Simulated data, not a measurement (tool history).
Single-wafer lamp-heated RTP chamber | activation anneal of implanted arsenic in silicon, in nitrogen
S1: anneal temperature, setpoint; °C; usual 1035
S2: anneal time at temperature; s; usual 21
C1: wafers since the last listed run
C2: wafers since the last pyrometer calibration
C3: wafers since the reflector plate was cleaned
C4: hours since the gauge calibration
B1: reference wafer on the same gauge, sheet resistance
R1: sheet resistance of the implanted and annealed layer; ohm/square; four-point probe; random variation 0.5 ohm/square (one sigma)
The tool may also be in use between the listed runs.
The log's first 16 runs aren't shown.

run	hour	S1	S2	C1	C2	C3	C4	B1	R1
17	1272.7	1026	29	1019	6744	4810	311.9	338.98	333.77
18	1350.6	1063	8	1059	7803	5869	389.8	339.04	335.24
# hour 1394.3: pyrometer window cleaned and pyrometer calibrated
19	1439.9	1044	17	1105	620	6975	479.1	338.97	334.31
20	1490.5	1035	21	687	1308	7663	529.7	338.88	334.40
# hour 1505.5: reflector plate cleaned
21	1542.1	1048	15	592	1900	497	581.3	339.12	335.43
22	1624.1	1035	21	1114	3015	1612	663.3	339.16	333.77
23	1664.2	1020	25	545	3560	2157	703.4	338.84	336.08
24	1745.0	1035	14	1098	4659	3256	784.2	338.99	336.62
25	1814.5	1035	21	944	5604	4201	853.7	338.90	332.97
26	1886.2	1035	21	974	6579	5175	925.4	338.88	334.13
27	1985.1	1035	25	1344	7924	6520	1024.3	339.02	331.72
# hour 2000.6: pyrometer window cleaned and pyrometer calibrated
# hour 2051.4: reflector plate cleaned
28	2051.9	1056	17	690	589	7	1091.1	339.04	333.81
29	2143.5	1015	10	1245	1834	1252	1182.7	338.85	341.07
30	2200.0	1025	25	768	2602	2021	1239.2	338.86	335.10
31	2240.2	1050	11	546	3149	2567	1279.4	339.25	336.49
32	2337.5	1065	10	1322	4472	3890	1376.7	338.98	334.82
33	2406.1	1025	25	932	5405	4823	1445.3	339.15	334.83
34	2476.6	1035	15	958	6363	5781	1515.8	339.00	336.61
35	2543.6	1035	21	910	7274	6692	1582.8	339.04	333.10
# hour 2555.5: gauge calibrated
# hour 2576.2: reflector plate cleaned
# hour 2578.7: pyrometer window cleaned and pyrometer calibrated
36	2631.2	1012	9	1048	714	714	75.7	339.04	342.33

Forecast each of these 4 alternatives for the next run:
A	2631.6	1035	30	5	719	719	76.1	?	?
B	2631.6	1058	14	5	719	719	76.1	?	?
C	2631.6	1052	32	5	719	719	76.1	?	?
D	2631.6	1016	26	5	719	719	76.1	?	?

run	B1	R1
A	338.92	331.75
B	338.92	333.63
C	338.92	327.74
D	338.92	335.77
Without the tool's hidden state the same runs would have given:
run	R1
A	332.05
B	333.89
C	328.11
D	336.00
